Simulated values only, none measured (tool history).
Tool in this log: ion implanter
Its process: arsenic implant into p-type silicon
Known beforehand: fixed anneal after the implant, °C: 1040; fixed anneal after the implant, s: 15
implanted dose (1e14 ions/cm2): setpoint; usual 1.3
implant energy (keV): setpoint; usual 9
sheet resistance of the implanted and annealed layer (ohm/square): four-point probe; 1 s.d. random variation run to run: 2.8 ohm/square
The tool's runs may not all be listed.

run    hour  implanted dose (1e14 ions/cm2)  implant energy (keV)  wafers since the last listed run  hours since the last dose calibration  hours since the extraction supply was calibrated  hours since the gauge calibration  read-back reference wafer on the same gauge, sheet resistance  sheet resistance of the implanted and annealed layer (ohm/square)
  1       0                             1.3                     9                                 0                                  676.7                                            5653.5                             1536.7                                                          628.1                                                             678.58
  2    52.9                             1.3                     9                               621                                  729.6                                            5706.4                             1589.6                                                         629.34                                                             670.51
  3    83.8                             1.3                     9                               363                                  760.5                                            5737.3                             1620.5                                                         627.64                                                             672.03
  4   151.1                             1.3                     9                               790                                  827.8                                            5804.6                             1687.8                                                         628.95                                                             670.69
  5   220.3                            1.54                     9                               813                                    897                                            5873.8                               1757                                                          629.5                                                             595.75
  6   260.1                             1.3                     9                               467                                  936.8                                            5913.6                             1796.8                                                         627.78                                                             671.96
  7   301.9                             1.3                     9                               491                                  978.6                                            5955.4                             1838.6                                                         629.29                                                             676.51
  8   334.6                             1.3                     9                               384                                 1011.3                                            5988.1                             1871.3                                                         629.05                                                             676.37
  9   389.1                             1.3                     9                               640                                 1065.8                                            6042.6                             1925.8                                                         628.93                                                             672.35
 10   416.1                             1.3                     9                               317                                 1092.8                                            6069.6                             1952.8                                                            629                                                             672.82
      454.3  -- extraction supply calibrated
 11     461                             1.3                     9                               433                                 1137.7                                               6.7                             1997.7                                                         628.45                                                             673.56
 12   578.8                             1.3                     9                              1384                                 1255.5                                             124.5                             2115.5                                                         629.05                                                             672.87
 13   646.6                             1.3                     9                               796                                 1323.3                                             192.3                             2183.3                                                         629.43                                                             675.31
 14   710.4                             1.3                     9                               749                                 1387.1                                             256.1                             2247.1                                                         629.05                                                             670.52
 15   893.4                             1.3                     9                              2150                                 1570.1                                             439.1                             2430.1                                                         628.77                                                             673.67
 16   925.1                             1.3                     9                               372                                 1601.8                                             470.8                             2461.8                                                         629.11                                                              673.7
 17   962.9                            1.49                     9                               444                                 1639.6                                             508.6                             2499.6                                                         629.87                                                             607.03
 18  1001.6                             1.3                     9                               454                                 1678.3                                             547.3                             2538.3                                                         629.38                                                             670.73
     1011.1  -- gauge calibrated
 19  1056.1                            1.19                    10                               640                                 1732.8                                             601.8                                 45                                                         630.32                                                             718.15
     1074.5  -- Faraday cup replaced and dose calibrated
 20  1092.7                             1.3                     9                               336                                   18.2                                             638.4                               81.6                                                         627.98                                                             673.33
 21  1153.8                            0.94                   7.5                               718                                   79.3                                             699.5                              142.7                                                         629.48                                                             885.08
 22  1183.6                             1.3                     9                               350                                  109.1                                             729.3                              172.5                                                         629.55                                                             668.79
 23  1209.9                             1.3                     9                               309                                  135.4                                             755.6                              198.8                                                         629.57                                                             674.43
 24  1255.5                            1.02                     9                               535                                    181                                             801.2                              244.4                                                         628.72                                                             814.05
 25  1285.3                             1.3                     9                               350                                  210.8                                               831                              274.2                                                          629.7                                                             677.79
 26  1314.6                             1.3                     9                               344                                  240.1                                             860.3                              303.5                                                         629.03                                                             677.76
 27  1368.7                            0.92                     8                               635                                  294.2                                             914.4                              357.6                                                          627.4                                                             890.19
 28    1403                             1.3                     9                               403                                  328.5                                             948.7                              391.9                                                         629.64                                                             675.29
 29  1439.7                             1.3                    12                               431                                  365.2                                             985.4                              428.6                                                         629.55                                                             657.56

Run 30 is up next; what results do you expect?
 30  1487.8                            1.51                  10.5                               565                                  413.3                                            1033.5                              476.7                                                              ?                                                                  ?

Run 30 measured read-back reference wafer on the same gauge, sheet resistance 628.13, sheet resistance of the implanted and annealed layer (ohm/square) 594.1.
On a tool with no hidden condition, and with the same random variation, this run would have come out at sheet resistance of the implanted and annealed layer (ohm/square) 594.1.

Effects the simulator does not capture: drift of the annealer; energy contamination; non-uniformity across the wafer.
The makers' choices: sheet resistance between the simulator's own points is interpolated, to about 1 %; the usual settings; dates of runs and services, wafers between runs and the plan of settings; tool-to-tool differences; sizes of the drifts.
